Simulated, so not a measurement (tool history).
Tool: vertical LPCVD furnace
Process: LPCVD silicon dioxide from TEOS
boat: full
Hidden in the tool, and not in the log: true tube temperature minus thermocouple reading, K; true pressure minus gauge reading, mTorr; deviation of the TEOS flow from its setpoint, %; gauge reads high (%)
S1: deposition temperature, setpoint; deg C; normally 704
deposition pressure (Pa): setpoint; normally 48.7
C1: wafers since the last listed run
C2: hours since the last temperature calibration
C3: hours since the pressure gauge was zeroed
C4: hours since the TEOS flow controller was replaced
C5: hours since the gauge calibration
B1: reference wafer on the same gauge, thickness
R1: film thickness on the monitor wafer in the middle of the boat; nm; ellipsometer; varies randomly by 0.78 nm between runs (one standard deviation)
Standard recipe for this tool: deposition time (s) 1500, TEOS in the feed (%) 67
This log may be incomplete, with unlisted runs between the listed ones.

run 1 day=0.000 | S1=702 deposition_pressure_(Pa)=48.7 deposition_time_(s)=1500 TEOS_in_the_feed_(%)=67 | C1=0 C2=3443.4 C3=430.9 C4=5087.3 C5=2038.9 | B1=179.93 | R1=189.23
run 2 day=2.871 | S1=702 deposition_pressure_(Pa)=48.7 deposition_time_(s)=1500 TEOS_in_the_feed_(%)=67 | C1=702 C2=3512.3 C3=499.8 C4=5156.2 C5=2107.8 | B1=180.03 | R1=191.61
run 3 day=6.067 | S1=704 deposition_pressure_(Pa)=48.7 deposition_time_(s)=1500 TEOS_in_the_feed_(%)=67 | C1=782 C2=3589.0 C3=576.5 C4=5232.9 C5=2184.5 | B1=179.98 | R1=199.70
-- day=8.921 TEOS flow controller replaced
run 4 day=9.900 | S1=704 deposition_pressure_(Pa)=48.7 deposition_time_(s)=1500 TEOS_in_the_feed_(%)=67 | C1=693 C2=3681.0 C3=668.5 C4=23.5 C5=2276.5 | B1=180.08 | R1=201.13
run 5 day=12.904 | S1=704 deposition_pressure_(Pa)=48.7 deposition_time_(s)=1500 TEOS_in_the_feed_(%)=67 | C1=735 C2=3753.1 C3=740.6 C4=95.6 C5=2348.6 | B1=179.94 | R1=200.67
-- day=15.383 gauge calibrated
run 6 day=16.450 | S1=704 deposition_pressure_(Pa)=48.7 deposition_time_(s)=1500 TEOS_in_the_feed_(%)=67 | C1=867 C2=3838.2 C3=825.7 C4=180.7 C5=25.6 | B1=180.04 | R1=200.50
run 7 day=18.546 | S1=704 deposition_pressure_(Pa)=48.7 deposition_time_(s)=1500 TEOS_in_the_feed_(%)=67 | C1=513 C2=3888.5 C3=876.0 C4=231.0 C5=75.9 | B1=180.08 | R1=201.06
run 8 day=22.196 | S1=704 deposition_pressure_(Pa)=48.7 deposition_time_(s)=1500 TEOS_in_the_feed_(%)=67 | C1=893 C2=3976.1 C3=963.6 C4=318.6 C5=163.5 | B1=180.20 | R1=200.14
run 9 day=25.217 | S1=704 deposition_pressure_(Pa)=48.7 deposition_time_(s)=1500 TEOS_in_the_feed_(%)=67 | C1=739 C2=4048.6 C3=1036.1 C4=391.1 C5=236.0 | B1=179.95 | R1=201.36
run 10 day=28.738 | S1=704 deposition_pressure_(Pa)=48.7 deposition_time_(s)=1500 TEOS_in_the_feed_(%)=67 | C1=861 C2=4133.1 C3=1120.6 C4=475.6 C5=320.5 | B1=180.01 | R1=201.21
run 11 day=32.779 | S1=712 deposition_pressure_(Pa)=48.7 deposition_time_(s)=1500 TEOS_in_the_feed_(%)=67 | C1=989 C2=4230.1 C3=1217.6 C4=572.6 C5=417.5 | B1=179.94 | R1=241.66
run 12 day=34.642 | S1=704 deposition_pressure_(Pa)=48.7 deposition_time_(s)=1500 TEOS_in_the_feed_(%)=67 | C1=455 C2=4274.8 C3=1262.3 C4=617.3 C5=462.2 | B1=179.82 | R1=201.42
-- day=38.450 thermocouples replaced and temperature profile calibrated
run 13 day=38.512 | S1=704 deposition_pressure_(Pa)=48.7 deposition_time_(s)=1500 TEOS_in_the_feed_(%)=77 | C1=702 C2=1.5 C3=1355.2 C4=710.2 C5=555.1 | B1=179.88 | R1=216.21
run 14 day=42.829 | S1=704 deposition_pressure_(Pa)=42.0 deposition_time_(s)=1500 TEOS_in_the_feed_(%)=67 | C1=1056 C2=105.1 C3=1458.8 C4=813.8 C5=658.7 | B1=180.13 | R1=188.08
run 15 day=46.762 | S1=704 deposition_pressure_(Pa)=48.7 deposition_time_(s)=1500 TEOS_in_the_feed_(%)=67 | C1=962 C2=199.5 C3=1553.2 C4=908.2 C5=753.1 | B1=180.06 | R1=202.42
run 16 day=48.329 | S1=704 deposition_pressure_(Pa)=48.7 deposition_time_(s)=900 TEOS_in_the_feed_(%)=74 | C1=383 C2=237.1 C3=1590.8 C4=945.8 C5=790.7 | B1=180.03 | R1=126.53
run 17 day=51.554 | S1=699 deposition_pressure_(Pa)=58.7 deposition_time_(s)=1500 TEOS_in_the_feed_(%)=67 | C1=789 C2=314.5 C3=1668.2 C4=1023.2 C5=868.1 | B1=179.97 | R1=196.45
run 18 day=53.092 | S1=707 deposition_pressure_(Pa)=48.7 deposition_time_(s)=1500 TEOS_in_the_feed_(%)=67 | C1=376 C2=351.4 C3=1705.1 C4=1060.1 C5=905.0 | B1=180.02 | R1=217.94
run 19 day=57.275 | S1=704 deposition_pressure_(Pa)=48.7 deposition_time_(s)=1500 TEOS_in_the_feed_(%)=70 | C1=1023 C2=451.8 C3=1805.5 C4=1160.5 C5=1005.4 | B1=179.87 | R1=207.05
run 20 day=61.708 | S1=704 deposition_pressure_(Pa)=48.7 deposition_time_(s)=1500 TEOS_in_the_feed_(%)=77 | C1=1085 C2=558.2 C3=1911.9 C4=1266.9 C5=1111.8 | B1=180.02 | R1=217.74
run 21 day=65.758 | S1=704 deposition_pressure_(Pa)=48.7 deposition_time_(s)=1950 TEOS_in_the_feed_(%)=73 | C1=991 C2=655.4 C3=2009.1 C4=1364.1 C5=1209.0 | B1=179.97 | R1=274.60
-- day=67.196 pressure gauge zeroed
run 22 day=69.300 | S1=700 deposition_pressure_(Pa)=38.0 deposition_time_(s)=1140 TEOS_in_the_feed_(%)=60 | C1=622 C2=740.4 C3=50.5 C4=1449.1 C5=1294.0 | B1=179.92 | R1=115.59
run 23 day=76.962 | S1=701 deposition_pressure_(Pa)=41.3 deposition_time_(s)=1140 TEOS_in_the_feed_(%)=78 | C1=1875 C2=924.3 C3=234.4 C4=1633.0 C5=1477.9 | B1=179.89 | R1=141.81
run 24 day=79.992 | S1=710 deposition_pressure_(Pa)=41.3 deposition_time_(s)=1950 TEOS_in_the_feed_(%)=64 | C1=741 C2=997.0 C3=307.1 C4=1705.7 C5=1550.6 | B1=180.06 | R1=269.99
run 25 day=82.346 | S1=704 deposition_pressure_(Pa)=42.0 deposition_time_(s)=1500 TEOS_in_the_feed_(%)=67 | C1=576 C2=1053.5 C3=363.6 C4=1762.2 C5=1607.1 | B1=180.08 | R1=185.88
run 26 day=86.354 | S1=708 deposition_pressure_(Pa)=38.7 deposition_time_(s)=1080 TEOS_in_the_feed_(%)=67 | C1=981 C2=1149.7 C3=459.8 C4=1858.4 C5=1703.3 | B1=180.09 | R1=142.48
run 27 day=90.558 | S1=712 deposition_pressure_(Pa)=60.0 deposition_time_(s)=1500 TEOS_in_the_feed_(%)=67 | C1=1029 C2=1250.6 C3=560.7 C4=1959.3 C5=1804.2 | B1=179.96 | R1=267.03
run 28 day=94.542 | S1=704 deposition_pressure_(Pa)=48.7 deposition_time_(s)=1500 TEOS_in_the_feed_(%)=67 | C1=975 C2=1346.2 C3=656.3 C4=2054.9 C5=1899.8 | B1=179.96 | R1=200.36
run 29 day=96.350 | S1=704 deposition_pressure_(Pa)=48.7 deposition_time_(s)=1500 TEOS_in_the_feed_(%)=67 | C1=442 C2=1389.6 C3=699.7 C4=2098.3 C5=1943.2 | B1=180.12 | R1=201.50
run 30 day=98.433 | S1=704 deposition_pressure_(Pa)=48.7 deposition_time_(s)=1500 TEOS_in_the_feed_(%)=67 | C1=509 C2=1439.6 C3=749.7 C4=2148.3 C5=1993.2 | B1=179.93 | R1=201.49

Each run again, without the hidden state but with its own random variation kept:
run=1 R1=188.29
run=2 R1=190.50
run=3 R1=198.38
run=4 R1=199.59
run=5 R1=198.98
run=6 R1=198.62
run=7 R1=199.06
run=8 R1=197.96
run=9 R1=199.01
run=10 R1=198.67
run=11 R1=238.36
run=12 R1=198.57
run=13 R1=212.93
run=14 R1=184.54
run=15 R1=198.92
run=16 R1=124.29
run=17 R1=193.42
run=18 R1=213.81
run=19 R1=202.91
run=20 R1=213.14
run=21 R1=268.51
run=22 R1=114.67
run=23 R1=140.42
run=24 R1=267.10
run=25 R1=183.79
run=26 R1=140.56
run=27 R1=264.44
run=28 R1=197.77
run=29 R1=198.80
run=30 R1=198.68

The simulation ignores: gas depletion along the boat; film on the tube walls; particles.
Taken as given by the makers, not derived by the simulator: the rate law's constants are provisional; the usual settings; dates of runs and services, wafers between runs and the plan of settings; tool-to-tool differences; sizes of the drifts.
